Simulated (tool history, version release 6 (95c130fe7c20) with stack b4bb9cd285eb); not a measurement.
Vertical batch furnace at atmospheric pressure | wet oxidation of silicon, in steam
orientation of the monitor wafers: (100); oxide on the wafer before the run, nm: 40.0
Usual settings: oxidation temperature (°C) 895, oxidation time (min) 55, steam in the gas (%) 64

run      day  oxidation temperature (°C)  oxidation time (min)  steam in the gas (%)  read-back reference wafer on the same gauge, thickness  oxide thickness on the monitor wafer (Å)
  1        0                         895                    73                    64                                                  117.09                                    1413.4
  2    3.912                         895                    73                    64                                                  117.09                                    1402.8
  3    7.812                         895                    73                    64                                                  117.14                                    1406.9
       7.954  -- gauge calibrated
  4   10.033                         895                    55                    64                                                  117.14                                    1166.3
  5   13.575                         895                    55                    64                                                   117.1                                    1159.4
  6   16.754                         895                    49                    68                                                  116.94                                    1124.4
  7   20.171                         895                    49                    68                                                  116.99                                    1116.8
  8   24.492                         895                    49                    68                                                     117                                    1118.7
  9   28.104                         895                    55                    64                                                  117.13                                    1160.1
 10   29.758                         895                    55                    64                                                  117.04                                    1153.5
 11     33.8                         895                    55                    64                                                  116.96                                    1149.6
 12   37.071                         895                    55                    64                                                  117.22                                    1150.7
 13   39.429                         895                    55                    64                                                  117.11                                    1155.2
 14   42.875                         895                    55                    64                                                  116.95                                    1154.2
 15   45.083                         895                    55                    67                                                  117.06                                    1183.7
 16   47.483                         895                    55                    67                                                  116.92                                      1192
 17   51.267                         887                  68.5                    58                                                  116.98                                    1143.7
 18   55.429                         913                    29                    69                                                  116.97                                     966.6
        57.4  -- steam generator serviced
 19   57.421                         895                    73                    64                                                  117.03                                      1418
 20     61.7                         895                    68                    58                                                   116.9                                    1266.6
      64.671  -- thermocouples replaced and temperature profile calibrated
 21   66.129                         895                  36.5                    64                                                  117.01                                     916.9
 22   69.775                         908                    63                    71                                                  116.87                                    1558.1
 23   73.317                         887                    55                    69                                                  116.98                                    1125.1
      77.288  -- gauge calibrated
 24   77.392                         909                    76                    70                                                  117.14                                    1774.1
 25   81.458                         887                    55                    69                                                  116.97                                    1120.2
 26   83.929                         918                  66.5                    53                                                  117.02                                    1439.9
 27   88.088                         872                  67.5                    53                                                  116.94                                     922.6
 28    90.35                         884                    71                    74                                                  116.92                                    1331.9
 29    92.75                         895                    55                    64                                                  117.05                                    1155.8
 30   96.225                         877                  33.5                    64                                                  117.15                                     743.6
 31   99.912                         895                    65                    64                                                  117.13                                    1284.8
 32  101.783                         876                    55                    70                                                  116.98                                    1004.3
 33    112.6                         905                    55                    64                                                  117.05                                    1278.9

Measured less the same run without the tool's hidden state. The same run-to-run variation is in both; the gauge's scatter may not be:
The hidden state here: true tube temperature minus thermocouple reading, K; steam share off its setpoint, % of the setpoint; gauge reads high (%).
run  oxide thickness on the monitor wafer (Å)
  1                                     -13.8
  2                                     -18.3
  3                                     -22.3
  4                                     -18.9
  5                                     -20.9
  6                                     -21.7
  7                                       -23
  8                                     -24.6
  9                                     -27.2
 10                                     -27.5
 11                                     -28.5
 12                                     -29.2
 13                                     -29.8
 14                                     -30.4
 15                                     -31.9
 16                                     -32.4
 17                                     -31.3
 18                                     -24.5
 19                                      -3.8
 20                                      -9.6
 21                                      -9.3
 22                                     -24.4
 23                                     -18.9
 24                                     -38.1
 25                                     -23.7
 26                                     -34.2
 27                                       -20
 28                                       -35
 29                                     -29.4
 30                                     -14.8
 31                                     -36.4
 32                                     -26.2
 33                                     -38.7

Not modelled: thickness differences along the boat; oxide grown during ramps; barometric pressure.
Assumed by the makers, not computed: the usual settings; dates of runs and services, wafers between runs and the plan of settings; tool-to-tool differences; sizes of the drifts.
